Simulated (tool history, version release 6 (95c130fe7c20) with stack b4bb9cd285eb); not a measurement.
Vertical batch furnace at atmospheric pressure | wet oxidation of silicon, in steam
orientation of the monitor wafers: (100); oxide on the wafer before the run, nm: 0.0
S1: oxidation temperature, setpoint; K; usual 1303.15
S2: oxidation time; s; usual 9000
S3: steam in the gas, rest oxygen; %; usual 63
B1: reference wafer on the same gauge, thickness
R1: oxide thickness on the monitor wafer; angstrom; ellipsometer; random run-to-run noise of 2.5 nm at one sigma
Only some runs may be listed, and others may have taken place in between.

run    hour       S1     S2  S3      B1       R1
  1       0  1303.15   9000  63  627.02   7030.2
  2    36.3  1303.15   9000  63  627.24   7122.8
  3   244.9  1303.15   9000  63  627.28   7048.9
  4   311.9  1303.15   9000  68  627.88     7410
  5   518.7  1303.15   9000  68  627.26   7405.7
  6   610.8  1303.15   9000  68  626.66   7337.5
      722.6  -- thermocouples replaced and temperature profile calibrated
  7   723.1  1303.15   9000  63  626.52   6970.9
  8   792.4  1303.15   9000  63  626.73   6951.1
  9   876.4  1303.15   9000  63  626.99   7004.2
 10   932.6  1303.15   9000  63  626.77   6946.5
     1011.8  -- steam generator serviced
 11  1012.3  1303.15   9000  63  626.39   7141.8
 12  1039.4  1303.15   9000  63   627.2   7124.2
 13  1108.9  1315.15  13380  69  627.82  10058.1
 14  1379.6  1290.15  10290  63  626.91   7224.5
     1430.4  -- gauge calibrated
 15  1481.6  1303.15   9000  63  627.36   7055.1
 16  1566.2  1303.15   4740  63  627.06   4774.9
 17  1659.8  1295.15   9000  73  627.07   7436.8
 18  1699.5  1303.15   9000  63  626.75   7100.4
 19  1777.8  1303.15  11400  63  627.62   8160.4
 20  1847.1  1303.15   6300  66  627.75   5859.5
 21  1911.9  1303.15   9000  55  626.94     6511
 22  1986.4  1289.15  12960  70   627.2   8708.9
 23  2062.7  1319.15   5100  67  626.51   5651.7
 24  2163.2  1303.15   9000  73  627.36   7691.9
 25  2201.9  1303.15  11790  63  626.29   8248.8

How would selected steps in R1 from run to run divide? Give the signed amount a tool lacking its hidden state would still show from settings, what came in and random variation, and the signed amount left for the hidden state, including any gauge scatter that is not in both of the compared results.
Unlogged tool condition in this case: true tube temperature minus thermocouple reading, K; steam share off its setpoint, % of the setpoint; gauge reads high (%).
Run 10 -> 11: steam generator serviced. R1 +195.3 angstrom: hidden state +165.8, all else +29.5.
Run 12 -> 13: S1 1303.15 -> 1315.15, S2 9000 -> 13380, S3 63 -> 69. R1 +2933.9 angstrom: hidden state -1.4, all else +2935.3.
Run 22 -> 23: S1 1289.15 -> 1319.15, S2 12960 -> 5100, S3 70 -> 67. R1 -3057.2 angstrom: hidden state +16.4, all else -3073.6.
Run 23 -> 24: S1 1319.15 -> 1303.15, S2 5100 -> 9000, S3 67 -> 73. R1 +2040.2 angstrom: hidden state -32.2, all else +2072.4.
